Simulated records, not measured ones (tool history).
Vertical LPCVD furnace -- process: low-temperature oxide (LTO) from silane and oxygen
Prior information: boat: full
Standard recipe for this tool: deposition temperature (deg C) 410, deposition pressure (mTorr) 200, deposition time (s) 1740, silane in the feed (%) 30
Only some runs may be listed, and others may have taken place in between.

run,hour,deposition temperature (deg C),deposition pressure (mTorr),deposition time (s),silane in the feed (%),wafers since the last listed run,hours since the last temperature calibration,hours since the pressure gauge was zeroed,hours since the silane flow controller was replaced,hours since the gauge calibration,"read-back reference wafer on the same gauge, thickness",film thickness on the monitor wafer in the middle of the boat (nm)
1,0.0,410,200,1740,30,0,1019.8,3111.9,2755.3,915.7,146.19,179.47
2,65.0,410,200,1740,26,1183,1084.8,3176.9,2820.3,980.7,145.89,144.38
3,159.6,410,200,1740,26,1721,1179.4,3271.5,2914.9,1075.3,145.85,144.90
4,228.4,410,200,1740,30,1252,1248.2,3340.3,2983.7,1144.1,146.38,179.90
5,321.4,410,200,1740,30,1692,1341.2,3433.3,3076.7,1237.1,146.05,180.63
6,418.8,410,200,1740,30,1772,1438.6,3530.7,3174.1,1334.5,145.93,180.37
7,498.9,406,200,1740,30,1457,1518.7,3610.8,3254.2,1414.6,145.70,173.36
8,556.5,406,200,1740,30,1048,1576.3,3668.4,3311.8,1472.2,145.99,173.31
9,632.4,406,200,1740,30,1381,1652.2,3744.3,3387.7,1548.1,145.92,173.60
10,695.9,410,200,1740,30,1155,1715.7,3807.8,3451.2,1611.6,145.86,182.85
11,785.7,410,210,1740,30,1634,1805.5,3897.6,3541.0,1701.4,145.85,191.50
# hour 863.5: gauge calibrated
12,882.8,410,200,1740,30,1767,1902.6,3994.7,3638.1,19.3,146.07,181.65
13,962.4,410,200,1740,30,1448,1982.2,4074.3,3717.7,98.9,146.14,182.19
# hour 1010.5: thermocouples replaced and temperature profile calibrated
14,1033.8,410,200,1740,30,862,23.3,4145.7,3789.1,170.3,146.02,183.01
15,1112.5,403,200,1740,30,1432,102.0,4224.4,3867.8,249.0,146.07,170.71
16,1173.4,410,245,1740,30,1108,162.9,4285.3,3928.7,309.9,146.10,223.63
# hour 1208.5: silane flow controller replaced
17,1273.7,410,250,1740,35,1388,263.2,4385.6,65.2,410.2,146.02,281.41
# hour 1377.4: pressure gauge zeroed
18,1377.9,422,250,1350,26,1459,367.4,0.5,169.4,514.4,145.92,156.60
19,1451.6,410,200,1740,30,1341,441.1,74.2,243.1,588.1,146.14,173.12
20,1518.0,410,235,2280,32,1208,507.5,140.6,309.5,654.5,146.14,293.98
21,1554.9,401,180,1740,26,671,544.4,177.5,346.4,691.4,146.14,113.64
22,1605.5,410,180,1740,26,921,595.0,228.1,397.0,742.0,146.05,126.30
23,1741.2,410,200,1740,30,2470,730.7,363.8,532.7,877.7,145.87,173.43
24,1844.3,410,210,1740,30,1876,833.8,466.9,635.8,980.8,146.18,182.39
25,1926.1,410,200,1740,30,1488,915.6,548.7,717.6,1062.6,145.90,174.04
26,2027.8,400,200,1740,33,1851,1017.3,650.4,819.3,1164.3,145.86,177.55
27,2108.4,410,200,1740,30,1467,1097.9,731.0,899.9,1244.9,146.11,175.02
28,2155.3,410,155,1740,27,853,1144.8,777.9,946.8,1291.8,145.86,116.45

3 options for the next run, each taken on its own from the tool as it stands now. Forecast them:
A,2159.4,410,200,1740,30,74,1148.9,782.0,950.9,1295.9,?,?
B,2159.4,410,250,1740,36,74,1148.9,782.0,950.9,1295.9,?,?
C,2159.4,405,175,1560,28,74,1148.9,782.0,950.9,1295.9,?,?

run,"read-back reference wafer on the same gauge, thickness",film thickness on the monitor wafer in the middle of the boat (nm)
A,146.03,174.92
B,146.03,279.98
C,146.03,117.07
Stripped of hidden state, with their random variation kept, the same runs would have yielded:
run,film thickness on the monitor wafer in the middle of the boat (nm)
A,174.15
B,278.99
C,116.48
